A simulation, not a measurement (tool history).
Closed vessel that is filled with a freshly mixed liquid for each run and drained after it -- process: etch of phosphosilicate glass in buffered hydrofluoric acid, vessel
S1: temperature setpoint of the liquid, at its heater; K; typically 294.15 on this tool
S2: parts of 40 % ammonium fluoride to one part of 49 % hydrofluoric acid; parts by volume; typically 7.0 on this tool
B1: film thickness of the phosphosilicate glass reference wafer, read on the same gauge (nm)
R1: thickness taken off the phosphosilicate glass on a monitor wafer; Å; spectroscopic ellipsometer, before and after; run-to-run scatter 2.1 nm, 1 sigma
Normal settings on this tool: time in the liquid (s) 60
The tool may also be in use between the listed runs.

run 1 hour=0.0 | S1=290.65 S2=7.0 time_in_the_liquid_(s)=60 | B1=150.00 | R1=2954.1
run 2 hour=8.4 | S1=290.65 S2=7.0 time_in_the_liquid_(s)=60 | B1=150.04 | R1=2972.8
run 3 hour=18.7 | S1=294.15 S2=7.0 time_in_the_liquid_(s)=60 | B1=149.95 | R1=3597.0
run 4 hour=36.2 | S1=294.15 S2=7.0 time_in_the_liquid_(s)=60 | B1=150.00 | R1=3591.0
run 5 hour=45.0 | S1=294.15 S2=7.0 time_in_the_liquid_(s)=60 | B1=149.98 | R1=3593.3
run 6 hour=60.3 | S1=294.15 S2=7.0 time_in_the_liquid_(s)=60 | B1=149.99 | R1=3585.7
-- hour=68.4 hydrofluoric acid flow meter replaced
run 7 hour=76.3 | S1=294.15 S2=7.0 time_in_the_liquid_(s)=60 | B1=150.00 | R1=3573.0
run 8 hour=84.1 | S1=294.15 S2=7.0 time_in_the_liquid_(s)=60 | B1=150.06 | R1=3616.1
run 9 hour=98.0 | S1=294.15 S2=7.0 time_in_the_liquid_(s)=60 | B1=150.00 | R1=3597.4
-- hour=103.7 gauge calibrated
-- hour=105.1 thermometer replaced
run 10 hour=114.7 | S1=297.15 S2=6.0 time_in_the_liquid_(s)=50 | B1=150.03 | R1=4028.6
run 11 hour=125.5 | S1=290.15 S2=8.5 time_in_the_liquid_(s)=60 | B1=150.00 | R1=2340.9
run 12 hour=141.1 | S1=290.15 S2=7.0 time_in_the_liquid_(s)=60 | B1=150.01 | R1=2867.5
run 13 hour=158.8 | S1=290.15 S2=9.0 time_in_the_liquid_(s)=30 | B1=150.00 | R1=1093.4
run 14 hour=174.5 | S1=294.15 S2=7.0 time_in_the_liquid_(s)=60 | B1=149.96 | R1=3557.1
run 15 hour=189.9 | S1=291.15 S2=8.0 time_in_the_liquid_(s)=60 | B1=149.99 | R1=2632.4
run 16 hour=202.4 | S1=297.65 S2=5.0 time_in_the_liquid_(s)=35 | B1=150.04 | R1=3388.0
run 17 hour=210.8 | S1=291.15 S2=8.0 time_in_the_liquid_(s)=60 | B1=150.03 | R1=2617.5
run 18 hour=250.3 | S1=294.15 S2=7.0 time_in_the_liquid_(s)=60 | B1=149.97 | R1=3572.9
run 19 hour=267.8 | S1=292.65 S2=5.5 time_in_the_liquid_(s)=60 | B1=150.00 | R1=4099.2
run 20 hour=281.1 | S1=292.15 S2=7.0 time_in_the_liquid_(s)=45 | B1=150.01 | R1=2409.3
run 21 hour=288.9 | S1=299.15 S2=5.0 time_in_the_liquid_(s)=60 | B1=149.95 | R1=6243.2
run 22 hour=295.3 | S1=294.15 S2=7.0 time_in_the_liquid_(s)=30 | B1=150.02 | R1=1793.2

Estimate the outcome of run 23 from the log above:
run 23 hour=309.5 | S1=291.65 S2=8.5 time_in_the_liquid_(s)=75 | B1=? | R1=?

{"run 23": {"B1": 150.03, "R1": 3195.9}}
Had the tool carried no hidden state, the very same run would have given R1 3195.9 Å.

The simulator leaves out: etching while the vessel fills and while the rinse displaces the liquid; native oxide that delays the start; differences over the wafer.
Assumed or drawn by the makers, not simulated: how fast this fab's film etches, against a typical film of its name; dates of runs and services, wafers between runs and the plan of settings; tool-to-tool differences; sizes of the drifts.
